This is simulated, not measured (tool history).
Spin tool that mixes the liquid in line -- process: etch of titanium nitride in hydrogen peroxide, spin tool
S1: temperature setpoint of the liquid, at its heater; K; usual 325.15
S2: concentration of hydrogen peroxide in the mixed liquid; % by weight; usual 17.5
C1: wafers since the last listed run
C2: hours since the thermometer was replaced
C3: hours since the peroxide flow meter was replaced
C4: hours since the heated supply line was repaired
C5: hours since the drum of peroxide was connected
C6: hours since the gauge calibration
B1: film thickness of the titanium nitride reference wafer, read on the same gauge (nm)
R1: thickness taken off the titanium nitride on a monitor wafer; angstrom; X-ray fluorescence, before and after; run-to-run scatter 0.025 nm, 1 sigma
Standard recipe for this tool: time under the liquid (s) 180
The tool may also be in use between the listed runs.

Run 1, hour 0.0: usual settings; C1 0; C2 1642.2; C3 614.6; C4 854.1; C5 34.6; C6 1817.0; B1 80.54. Result: R1 73.5 angstrom.
Run 2, hour 84.0: usual settings; C1 640; C2 1726.2; C3 698.6; C4 938.1; C5 118.6; C6 1901.0; B1 80.55. Result: R1 73.4 angstrom.
Run 3, hour 155.4: usual settings; C1 544; C2 1797.6; C3 770.0; C4 1009.5; C5 190.0; C6 1972.4; B1 80.63. Result: R1 73.5 angstrom.
At hour 218.9: peroxide flow meter replaced.
Run 4, hour 225.6: usual settings but time under the liquid (s) 235; C1 527; C2 1867.8; C3 6.7; C4 1079.7; C5 260.2; C6 2042.6; B1 80.71. Result: R1 96.1 angstrom.
Run 5, hour 372.5: usual settings but time under the liquid (s) 235; C1 1120; C2 2014.7; C3 153.6; C4 1226.6; C5 407.1; C6 2189.5; B1 80.80. Result: R1 95.9 angstrom.
Run 6, hour 422.5: usual settings but S1 319.15 K, S2 13.0 % by weight, time under the liquid (s) 100; C1 381; C2 2064.7; C3 203.6; C4 1276.6; C5 457.1; C6 2239.5; B1 80.84. Result: R1 24.7 angstrom.
Run 7, hour 697.8: usual settings; C1 2099; C2 2340.0; C3 478.9; C4 1551.9; C5 732.4; C6 2514.8; B1 81.02. Result: R1 73.9 angstrom.
At hour 768.9: thermometer replaced.
Run 8, hour 788.2: usual settings; C1 681; C2 19.3; C3 569.3; C4 1642.3; C5 822.8; C6 2605.2; B1 81.08. Result: R1 74.1 angstrom.
At hour 817.6: gauge calibrated.
Run 9, hour 875.6: usual settings but S2 16.0 % by weight, time under the liquid (s) 265; C1 666; C2 106.7; C3 656.7; C4 1729.7; C5 910.2; C6 58.0; B1 79.91. Result: R1 105.6 angstrom.
Run 10, hour 975.9: usual settings but S1 327.65 K, time under the liquid (s) 285; C1 764; C2 207.0; C3 757.0; C4 1830.0; C5 1010.5; C6 158.3; B1 79.99. Result: R1 138.0 angstrom.
At hour 1010.3: peroxide flow meter replaced.
Run 11, hour 1070.8: usual settings but time under the liquid (s) 275; C1 716; C2 301.9; C3 60.5; C4 1924.9; C5 1105.4; C6 253.2; B1 79.96. Result: R1 111.4 angstrom.
At hour 1118.4: new drum of peroxide connected.
Run 12, hour 1144.6: usual settings but S1 318.65 K, S2 13.0 % by weight; C1 555; C2 375.7; C3 134.3; C4 1998.7; C5 26.2; C6 327.0; B1 79.98. Result: R1 42.7 angstrom.
Run 13, hour 1220.5: usual settings; C1 578; C2 451.6; C3 210.2; C4 2074.6; C5 102.1; C6 402.9; B1 80.00. Result: R1 73.1 angstrom.
At hour 1241.9: heated supply line repaired.
Run 14, hour 1274.3: usual settings but S1 331.65 K, S2 14.0 % by weight; C1 402; C2 505.4; C3 264.0; C4 32.4; C5 155.9; C6 456.7; B1 79.99. Result: R1 109.4 angstrom.
Run 15, hour 1333.4: usual settings but S1 320.65 K; C1 450; C2 564.5; C3 323.1; C4 91.5; C5 215.0; C6 515.8; B1 80.03. Result: R1 52.6 angstrom.
Run 16, hour 1392.6: usual settings but S1 318.65 K, S2 13.0 % by weight, time under the liquid (s) 210; C1 451; C2 623.7; C3 382.3; C4 150.7; C5 274.2; C6 575.0; B1 80.03. Result: R1 50.1 angstrom.
Run 17, hour 1481.6: usual settings but S2 13.5 % by weight, time under the liquid (s) 140; C1 678; C2 712.7; C3 471.3; C4 239.7; C5 363.2; C6 664.0; B1 80.06. Result: R1 53.5 angstrom.
Run 18, hour 1557.1: usual settings; C1 575; C2 788.2; C3 546.8; C4 315.2; C5 438.7; C6 739.5; B1 80.09. Result: R1 72.9 angstrom.
Run 19, hour 1663.3: usual settings; C1 809; C2 894.4; C3 653.0; C4 421.4; C5 544.9; C6 845.7; B1 80.09. Result: R1 73.0 angstrom.

What will run 20 give?
Run 20, hour 1709.3: usual settings but S1 317.15 K, S2 19.5 % by weight, time under the liquid (s) 270; C1 350; C2 940.4; C3 699.0; C4 467.4; C5 590.9; C6 891.7; B1 ?. Result: R1 ?.

Run 20 came out at B1 80.10, R1 62.7 angstrom.
Were there no unlogged condition in the tool, this run, its random variation unchanged, would have produced R1 62.7 angstrom.

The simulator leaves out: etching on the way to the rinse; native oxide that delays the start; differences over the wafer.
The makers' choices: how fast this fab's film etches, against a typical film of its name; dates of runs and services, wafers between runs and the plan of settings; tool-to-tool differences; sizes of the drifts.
